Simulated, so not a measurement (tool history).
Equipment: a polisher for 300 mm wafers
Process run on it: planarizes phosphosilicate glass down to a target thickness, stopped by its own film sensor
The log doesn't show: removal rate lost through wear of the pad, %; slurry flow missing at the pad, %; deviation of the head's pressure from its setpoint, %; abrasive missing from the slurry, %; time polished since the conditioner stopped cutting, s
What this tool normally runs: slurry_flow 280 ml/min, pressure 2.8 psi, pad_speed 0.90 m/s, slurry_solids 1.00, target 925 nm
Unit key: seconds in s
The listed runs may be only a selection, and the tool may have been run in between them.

run	hour	slurry_flow	pressure	pad_speed	slurry_solids	target	wafers since the last listed run	wafers polished on this pad	hours since the slurry nozzle was cleaned	hours since the head pressure was calibrated	hours since the slurry blender was calibrated	hours since the conditioning disc was replaced	incoming thickness of the incoming film, nm	seconds
1	0.0	310	2.8	0.90	1.00	925	0	536	411.7	878.7	125.9	102.5	1329.4	70.5
2	9.3	305	2.5	0.90	1.00	925	145	681	421.0	888.0	135.2	111.8	1335.4	77.8
# hour 19.0: slurry blender recalibrated
3	25.1	280	2.8	0.90	1.00	925	215	897	436.8	903.8	6.1	127.6	1343.0	74.3
4	32.6	280	2.8	0.90	1.00	925	117	1014	444.3	911.3	13.6	135.1	1356.5	78.0
# hour 43.7: conditioning disc replaced and pad reconditioned
5	47.4	280	2.8	0.90	1.00	925	200	1215	459.1	926.1	28.4	3.7	1348.7	74.2
6	60.4	375	1.9	0.90	1.00	1072	203	1418	472.1	939.1	41.4	16.7	1367.9	75.5
7	74.6	325	2.5	0.90	0.80	925	222	1640	486.3	953.3	55.6	30.9	1330.9	92.5
8	81.5	280	2.8	0.90	1.00	925	107	1748	493.2	960.2	62.5	37.8	1348.3	75.5
# hour 91.3: worn pad replaced by a new one
9	113.7	365	2.8	0.90	1.00	1065	441	351	525.4	992.4	94.7	70.0	1340.6	47.9
10	130.3	280	2.8	0.90	1.00	925	259	610	542.0	1009.0	111.3	86.6	1338.2	72.8
11	137.5	215	2.8	1.14	0.90	842	112	723	549.2	1016.2	118.5	93.8	1363.6	90.4
12	154.2	280	2.8	1.22	1.00	963	261	984	565.9	1032.9	135.2	110.5	1348.2	58.3
# hour 160.6: slurry blender recalibrated
13	181.5	280	2.8	0.90	1.00	925	395	1380	593.2	1060.2	20.9	137.8	1347.8	74.5
# hour 185.1: slurry nozzle cleaned
# hour 185.4: conditioning disc replaced and pad reconditioned
# hour 189.8: worn pad replaced by a new one
14	190.3	350	2.1	0.78	0.80	925	55	7	5.2	1069.0	29.7	4.9	1343.6	120.9
# hour 194.8: head pressure recalibrated
15	201.8	280	2.8	0.90	0.75	1034	148	156	16.7	7.0	41.2	16.4	1332.0	66.0
16	212.1	280	2.8	0.70	1.00	925	161	317	27.0	17.3	51.5	26.7	1351.3	82.0
17	229.0	225	3.4	0.66	0.90	925	264	581	43.9	34.2	68.4	43.6	1354.0	77.4
18	235.1	280	2.8	0.90	0.80	925	95	677	50.0	40.3	74.5	49.7	1346.4	88.0
19	246.7	280	2.8	0.90	1.20	854	181	858	61.6	51.9	86.1	61.3	1338.2	76.6
20	286.4	255	2.8	0.90	1.00	925	621	1480	101.3	91.6	125.8	101.0	1357.8	75.9
# hour 297.5: worn pad replaced by a new one
21	298.0	305	2.8	0.90	1.00	925	118	7	112.9	103.2	137.4	112.6	1368.7	78.1
22	302.5	280	2.8	1.16	0.80	925	70	78	117.4	107.7	141.9	117.1	1330.4	73.2
23	314.1	280	2.8	0.90	1.00	925	181	259	129.0	119.3	153.5	128.7	1344.0	74.0
# hour 321.7: slurry blender recalibrated
24	323.9	280	3.4	0.98	1.00	1039	122	381	138.8	129.1	2.2	138.5	1346.1	42.4

Take each entry between the runs: how does the hidden state at the last listed run before it differ from the hidden state at the first listed run after it?
Between runs 2 and 3: slurry blender recalibrated (hour 19.0)
  the hidden state is the same at both runs
Between runs 4 and 5: conditioning disc replaced and pad reconditioned (hour 43.7)
  the hidden state is the same at both runs
Between runs 8 and 9: worn pad replaced by a new one (hour 91.3)
  the hidden state is the same at both runs
Between runs 12 and 13: slurry blender recalibrated (hour 160.6)
  the hidden state is the same at both runs
Between runs 13 and 14: slurry nozzle cleaned (hour 185.1); conditioning disc replaced and pad reconditioned (hour 185.4); worn pad replaced by a new one (hour 189.8)
  the hidden state is the same at both runs
Between runs 14 and 15: head pressure recalibrated (hour 194.8)
  the hidden state is the same at both runs
Between runs 20 and 21: worn pad replaced by a new one (hour 297.5)
  the hidden state is the same at both runs
Between runs 23 and 24: slurry blender recalibrated (hour 321.7)
  the hidden state is the same at both runs

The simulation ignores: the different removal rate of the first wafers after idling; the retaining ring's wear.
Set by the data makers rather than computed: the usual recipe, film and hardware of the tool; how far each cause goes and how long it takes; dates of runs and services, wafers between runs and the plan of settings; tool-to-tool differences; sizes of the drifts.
